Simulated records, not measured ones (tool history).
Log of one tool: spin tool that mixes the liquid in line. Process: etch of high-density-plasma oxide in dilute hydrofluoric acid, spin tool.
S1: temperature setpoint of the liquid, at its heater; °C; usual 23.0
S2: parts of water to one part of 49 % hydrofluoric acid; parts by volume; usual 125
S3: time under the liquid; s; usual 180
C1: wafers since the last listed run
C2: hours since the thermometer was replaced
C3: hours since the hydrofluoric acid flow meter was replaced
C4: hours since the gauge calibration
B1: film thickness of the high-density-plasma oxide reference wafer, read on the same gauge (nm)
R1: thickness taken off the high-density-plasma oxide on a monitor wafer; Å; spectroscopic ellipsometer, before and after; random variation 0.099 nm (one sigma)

| run | day | S1 | S2 | S3 | C1 | C2 | C3 | C4 | B1 | R1 |
|---|---|---|---|---|---|---|---|---|---|---|
| 1 | 0.000 | 23.0 | 125 | 155 | 0 | 1590.5 | 273.6 | 231.7 | 60.02 | 99.9 |
| 2 | 0.254 | 23.0 | 125 | 180 | 49 | 1596.6 | 279.7 | 237.8 | 59.96 | 115.9 |
| 3 | 0.696 | 23.0 | 125 | 180 | 86 | 1607.2 | 290.3 | 248.4 | 60.04 | 114.0 |
| 4 | 1.250 | 23.0 | 125 | 180 | 108 | 1620.5 | 303.6 | 261.7 | 60.01 | 118.6 |
| 5 | 1.858 | 23.0 | 125 | 180 | 118 | 1635.1 | 318.2 | 276.3 | 60.01 | 117.3 |
| 6 | 2.400 | 23.0 | 95 | 130 | 105 | 1648.1 | 331.2 | 289.3 | 60.00 | 114.7 |
| 7 | 2.942 | 23.0 | 155 | 260 | 105 | 1661.1 | 344.2 | 302.3 | 60.04 | 132.9 |
| 8 | 3.683 | 23.0 | 155 | 260 | 144 | 1678.9 | 362.0 | 320.1 | 59.95 | 133.2 |
| 9 | 4.300 | 23.0 | 125 | 265 | 120 | 1693.7 | 376.8 | 334.9 | 59.99 | 175.8 |
| 10 | 4.650 | 23.0 | 125 | 265 | 68 | 1702.1 | 385.2 | 343.3 | 60.00 | 175.4 |
|  | 5.067 | gauge calibrated |
| 11 | 6.479 | 23.0 | 125 | 265 | 357 | 1746.0 | 429.1 | 33.9 | 59.98 | 178.1 |
| 12 | 6.858 | 23.0 | 125 | 180 | 74 | 1755.1 | 438.2 | 43.0 | 60.00 | 120.7 |
| 13 | 7.375 | 23.0 | 125 | 180 | 101 | 1767.5 | 450.6 | 55.4 | 59.98 | 122.2 |
| 14 | 8.054 | 23.0 | 125 | 180 | 132 | 1783.8 | 466.9 | 71.7 | 59.96 | 121.0 |
| 15 | 8.333 | 24.5 | 125 | 275 | 54 | 1790.5 | 473.6 | 78.4 | 60.00 | 197.0 |
|  | 8.588 | hydrofluoric acid flow meter replaced |
| 16 | 8.762 | 23.0 | 125 | 180 | 75 | 1800.8 | 4.2 | 88.7 | 59.99 | 109.5 |
| 17 | 9.496 | 27.0 | 185 | 180 | 143 | 1818.4 | 21.8 | 106.3 | 60.02 | 81.1 |
| 18 | 9.954 | 19.0 | 70 | 180 | 89 | 1829.4 | 32.8 | 117.3 | 60.03 | 178.9 |
| 19 | 10.554 | 26.5 | 155 | 210 | 117 | 1843.8 | 47.2 | 131.7 | 59.98 | 114.0 |
|  | 11.804 | thermometer replaced |
| 20 | 12.488 | 23.0 | 125 | 265 | 369 | 16.4 | 93.6 | 178.1 | 60.06 | 166.6 |
| 21 | 13.046 | 23.0 | 125 | 180 | 109 | 29.8 | 107.0 | 191.5 | 59.99 | 111.7 |
| 22 | 13.650 | 23.0 | 125 | 155 | 118 | 44.3 | 121.5 | 206.0 | 59.97 | 96.1 |
| 23 | 13.996 | 23.0 | 125 | 180 | 67 | 52.6 | 129.8 | 214.3 | 59.93 | 112.7 |
| 24 | 14.317 | 23.0 | 125 | 245 | 62 | 60.3 | 137.5 | 222.0 | 59.99 | 153.8 |
| 25 | 14.883 | 23.0 | 125 | 180 | 110 | 73.9 | 151.1 | 235.6 | 60.01 | 112.8 |
| 26 | 15.279 | 23.0 | 165 | 105 | 77 | 83.4 | 160.6 | 245.1 | 59.97 | 47.9 |
| 27 | 15.938 | 26.5 | 65 | 240 | 128 | 99.2 | 176.4 | 260.9 | 59.96 | 359.2 |
| 28 | 16.579 | 21.0 | 125 | 130 | 125 | 114.6 | 191.8 | 276.3 | 59.99 | 75.0 |
| 29 | 17.188 | 25.0 | 140 | 180 | 118 | 129.2 | 206.4 | 290.9 | 59.98 | 109.1 |
| 30 | 17.554 | 20.5 | 125 | 180 | 71 | 138.0 | 215.2 | 299.7 | 59.98 | 105.3 |
| 31 | 18.088 | 19.0 | 165 | 180 | 104 | 150.8 | 228.0 | 312.5 | 60.01 | 71.6 |
| 32 | 18.650 | 25.5 | 75 | 105 | 109 | 164.3 | 241.5 | 326.0 | 60.00 | 130.1 |

Hidden state or all else? Some run-to-run changes of R1, split into what the settings, what came in and random variation would give without the hidden state, and what is left for the hidden state (with any gauge scatter that isn't in both results):
The hidden state here: liquid hotter than its thermometer reads (K); hydrofluoric acid flow above the setpoint (%); gauge reads high (%).
Run 15 -> 16: S1 24.5 -> 23.0, S3 275 -> 180, hydrofluoric acid flow meter replaced. R1 -87.5 Å: hidden state -19.4, all else -68.1.
Run 17 -> 18: S1 27.0 -> 19.0, S2 185 -> 70. R1 +97.8 Å: hidden state +0.8, all else +97.0.
Run 26 -> 27: S1 23.0 -> 26.5, S2 165 -> 65, S3 105 -> 240. R1 +311.3 Å: hidden state +12.0, all else +299.3.
Run 27 -> 28: S1 26.5 -> 21.0, S2 65 -> 125, S3 240 -> 130. R1 -284.2 Å: hidden state -10.6, all else -273.6.

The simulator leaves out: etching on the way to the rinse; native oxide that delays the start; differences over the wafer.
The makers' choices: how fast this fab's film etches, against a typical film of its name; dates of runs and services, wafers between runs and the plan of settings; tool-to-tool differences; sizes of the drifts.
